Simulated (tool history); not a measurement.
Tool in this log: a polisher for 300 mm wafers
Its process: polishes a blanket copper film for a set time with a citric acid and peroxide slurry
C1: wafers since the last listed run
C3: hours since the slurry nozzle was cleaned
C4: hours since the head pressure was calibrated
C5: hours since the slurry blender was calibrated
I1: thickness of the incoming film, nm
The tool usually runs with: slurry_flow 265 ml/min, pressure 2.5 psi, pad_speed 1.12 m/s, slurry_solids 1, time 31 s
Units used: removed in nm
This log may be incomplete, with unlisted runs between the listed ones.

Run 1, hour 0: usual settings; C1 0; wafers polished on this pad 66; C3 9.7; C4 919.5; C5 121.3; I1 842.4. Result: removed 53.2 nm.
Run 2, hour 16.7: usual settings; C1 286; wafers polished on this pad 352; C3 26.4; C4 936.2; C5 138; I1 862.5. Result: removed 52.5 nm.
Run 3, hour 32.6: usual settings; C1 272; wafers polished on this pad 625; C3 42.3; C4 952.1; C5 153.9; I1 858.8. Result: removed 53.2 nm.
Run 4, hour 57: usual settings; C1 418; wafers polished on this pad 1044; C3 66.7; C4 976.5; C5 178.3; I1 855.2. Result: removed 52.6 nm.
Run 5, hour 71.2: usual settings; C1 243; wafers polished on this pad 1287; C3 80.9; C4 990.7; C5 192.5; I1 850.7. Result: removed 52.6 nm.
Run 6, hour 98.8: usual settings; C1 473; wafers polished on this pad 1761; C3 108.5; C4 1018.3; C5 220.1; I1 853.3. Result: removed 53.7 nm.
Run 7, hour 118: usual settings; C1 329; wafers polished on this pad 2090; C3 127.7; C4 1037.5; C5 239.3; I1 839.4. Result: removed 52.3 nm.
Run 8, hour 130.8: usual settings; C1 219; wafers polished on this pad 2310; C3 140.5; C4 1050.3; C5 252.1; I1 835.6. Result: removed 52.5 nm.
Run 9, hour 158.5: usual settings but slurry_flow 315 ml/min; C1 475; wafers polished on this pad 2785; C3 168.2; C4 1078; C5 279.8; I1 843.2. Result: removed 54 nm.
At hour 176.6: head pressure recalibrated.
Run 10, hour 188.3: usual settings; C1 476; wafers polished on this pad 3262; C3 198; C4 11.7; C5 309.6; I1 844.3. Result: removed 52.9 nm.
Run 11, hour 213.9: usual settings but slurry_flow 295 ml/min, time 26 s; C1 439; wafers polished on this pad 3701; C3 223.6; C4 37.3; C5 335.2; I1 844.9. Result: removed 45 nm.
At hour 231.5: worn pad replaced by a new one.
Run 12, hour 246.2: usual settings; C1 485; wafers polished on this pad 252; C3 255.9; C4 69.6; C5 367.5; I1 843.8. Result: removed 52.5 nm.
Run 13, hour 273.4: usual settings but pressure 2.3 psi, time 21 s; C1 466; wafers polished on this pad 718; C3 283.1; C4 96.8; C5 394.7; I1 851.7. Result: removed 34.2 nm.
Run 14, hour 299.2: usual settings but slurry_flow 350 ml/min, pad_speed 1.36 m/s, slurry_solids 0.75, time 38 s; C1 442; wafers polished on this pad 1161; C3 308.9; C4 122.6; C5 420.5; I1 857.4. Result: removed 71.3 nm.
Run 15, hour 328.1: usual settings but slurry_flow 345 ml/min, slurry_solids 0.85, time 35 s; C1 495; wafers polished on this pad 1657; C3 337.8; C4 151.5; C5 449.4; I1 840.1. Result: removed 59.3 nm.
At hour 333.9: slurry blender recalibrated.
Run 16, hour 378: usual settings but slurry_flow 195 ml/min, slurry_solids 0.9; C1 821; wafers polished on this pad 2479; C3 387.7; C4 201.4; C5 44.1; I1 862. Result: removed 47.6 nm.
Run 17, hour 391.4: usual settings; C1 229; wafers polished on this pad 2709; C3 401.1; C4 214.8; C5 57.5; I1 842.5. Result: removed 52.2 nm.
Run 18, hour 404.2: usual settings but pad_speed 1.26 m/s; C1 219; wafers polished on this pad 2928; C3 413.9; C4 227.6; C5 70.3; I1 857.4. Result: removed 55.5 nm.
Run 19, hour 422.5: usual settings but pressure 3.4 psi, pad_speed 0.98 m/s, slurry_solids 0.7, time 42 s; C1 313; wafers polished on this pad 3242; C3 432.2; C4 245.9; C5 88.6; I1 852.4. Result: removed 73.2 nm.
Run 20, hour 438.3: usual settings; C1 271; wafers polished on this pad 3513; C3 448; C4 261.7; C5 104.4; I1 856. Result: removed 51.4 nm.
At hour 445.6: worn pad replaced by a new one.
Run 21, hour 456.7: usual settings but slurry_flow 300 ml/min, pad_speed 1.46 m/s, slurry_solids 1.3; C1 247; wafers polished on this pad 189; C3 466.4; C4 280.1; C5 122.8; I1 860.2. Result: removed 65.8 nm.
Run 22, hour 470.2: usual settings but time 23 s; C1 231; wafers polished on this pad 421; C3 479.9; C4 293.6; C5 136.3; I1 846.4. Result: removed 38.7 nm.
Run 23, hour 490.6: usual settings but slurry_flow 185 ml/min, pad_speed 1.5 m/s; C1 349; wafers polished on this pad 771; C3 500.3; C4 314; C5 156.7; I1 847.5. Result: removed 58.8 nm.
Run 24, hour 514.8: usual settings but slurry_flow 230 ml/min, pressure 3.3 psi, slurry_solids 0.8; C1 415; wafers polished on this pad 1186; C3 524.5; C4 338.2; C5 180.9; I1 839.9. Result: removed 56.7 nm.
Run 25, hour 531.8: usual settings but slurry_flow 230 ml/min, pressure 1.7 psi; C1 291; wafers polished on this pad 1478; C3 541.5; C4 355.2; C5 197.9; I1 842.2. Result: removed 40.6 nm.
Run 26, hour 554.2: usual settings but slurry_flow 325 ml/min; C1 384; wafers polished on this pad 1862; C3 563.9; C4 377.6; C5 220.3; I1 864.5. Result: removed 52.9 nm.
Run 27, hour 581: usual settings but pad_speed 0.86 m/s; C1 459; wafers polished on this pad 2322; C3 590.7; C4 404.4; C5 247.1; I1 849.9. Result: removed 44 nm.
Run 28, hour 614.2: usual settings; C1 569; wafers polished on this pad 2892; C3 623.9; C4 437.6; C5 280.3; I1 852.6. Result: removed 50.2 nm.
Run 29, hour 632.6: usual settings but slurry_solids 1.15; C1 315; wafers polished on this pad 3207; C3 642.3; C4 456; C5 298.7; I1 857. Result: removed 51.6 nm.
At hour 635.7: slurry nozzle cleaned.
At hour 645.9: worn pad replaced by a new one.
Run 30, hour 668.4: usual settings but slurry_flow 225 ml/min, pad_speed 1.42 m/s; C1 528; wafers polished on this pad 385; C3 32.7; C4 491.8; C5 334.5; I1 836.8. Result: removed 60.4 nm.
Run 31, hour 701.2: usual settings but pad_speed 0.98 m/s; C1 562; wafers polished on this pad 948; C3 65.5; C4 524.6; C5 367.3; I1 856.8. Result: removed 48.9 nm.

What differs in the tool's unlogged condition from the final listed run ahead of each entry between runs to the first listed run following it?
From run 9 to run 10: head pressure recalibrated (hour 176.6)
  slurry flow missing at the pad, %: 11.7 -> 13.1
  the result without the hidden state subtracted from the measured one, removed: -0.7 -> -0.9 nm
From run 11 to run 12: worn pad replaced by a new one (hour 231.5)
  slurry flow missing at the pad, %: 14.2 -> 15.6
  the result without the hidden state subtracted from the measured one, removed: -0.7 -> -1.1 nm
From run 15 to run 16: slurry blender recalibrated (hour 333.9)
  slurry flow missing at the pad, %: 19.3 -> 21.5
  the result without the hidden state subtracted from the measured one, removed: -1.2 -> -2.1 nm
From run 20 to run 21: worn pad replaced by a new one (hour 445.6)
  slurry flow missing at the pad, %: 24.2 -> 25
  the result without the hidden state subtracted from the measured one, removed: -1.9 -> -2.2 nm
From run 29 to run 30: slurry nozzle cleaned (hour 635.7); worn pad replaced by a new one (hour 645.9)
  slurry flow missing at the pad, %: 32.8 -> 5.26
  the result without the hidden state subtracted from the measured one, removed: -3 -> -0.5 nm
